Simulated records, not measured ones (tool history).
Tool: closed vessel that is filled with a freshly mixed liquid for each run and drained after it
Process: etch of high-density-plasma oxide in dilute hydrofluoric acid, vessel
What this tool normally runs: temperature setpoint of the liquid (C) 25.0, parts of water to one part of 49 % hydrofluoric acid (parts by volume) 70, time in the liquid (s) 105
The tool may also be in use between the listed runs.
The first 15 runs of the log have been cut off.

run,hour,temperature setpoint of the liquid (C),parts of water to one part of 49 % hydrofluoric acid (parts by volume),time in the liquid (s),"read-back film thickness of the high-density-plasma oxide reference wafer, read on the same gauge (nm)",thickness taken off the high-density-plasma oxide on a monitor wafer (angstrom)
16,998.2,25.0,70,160,59.98,164.7
17,1084.8,20.5,70,105,60.03,89.4
18,1119.1,25.0,60,85,60.00,103.1
19,1167.2,25.0,70,105,60.01,107.1
20,1222.0,28.0,45,85,59.99,154.9
# hour 1269.0: hydrofluoric acid flow meter replaced
21,1273.6,22.0,80,105,60.00,83.4
22,1331.0,25.0,70,105,60.01,108.6
23,1388.8,27.5,55,105,60.01,154.6
24,1438.3,27.0,35,165,59.97,388.6
25,1480.0,25.0,70,85,59.98,87.8
26,1541.9,25.0,70,105,59.98,108.4
27,1606.6,25.0,70,105,60.02,107.6
28,1657.9,30.0,70,105,60.01,130.8
29,1725.0,22.0,70,105,60.04,94.1
30,1793.1,20.5,105,135,59.98,73.2
31,1859.8,20.5,90,105,59.99,66.5
32,1905.0,25.0,70,105,60.01,105.1
33,2037.8,28.5,70,105,59.99,119.4

Here are 3 independent what-if runs from the current tool condition. What would each one return?
A,2038.5,28.0,70,105,?,?
B,2038.5,29.5,100,105,?,?
C,2038.5,25.0,70,70,?,?

run,"read-back film thickness of the high-density-plasma oxide reference wafer, read on the same gauge (nm)",thickness taken off the high-density-plasma oxide on a monitor wafer (angstrom)
A,60.02,117.1
B,60.02,83.3
C,60.02,69.3
Take away the tool's hidden state, keep each run's random variation, and the runs would have read:
run,thickness taken off the high-density-plasma oxide on a monitor wafer (angstrom)
A,126.1
B,89.6
C,74.6

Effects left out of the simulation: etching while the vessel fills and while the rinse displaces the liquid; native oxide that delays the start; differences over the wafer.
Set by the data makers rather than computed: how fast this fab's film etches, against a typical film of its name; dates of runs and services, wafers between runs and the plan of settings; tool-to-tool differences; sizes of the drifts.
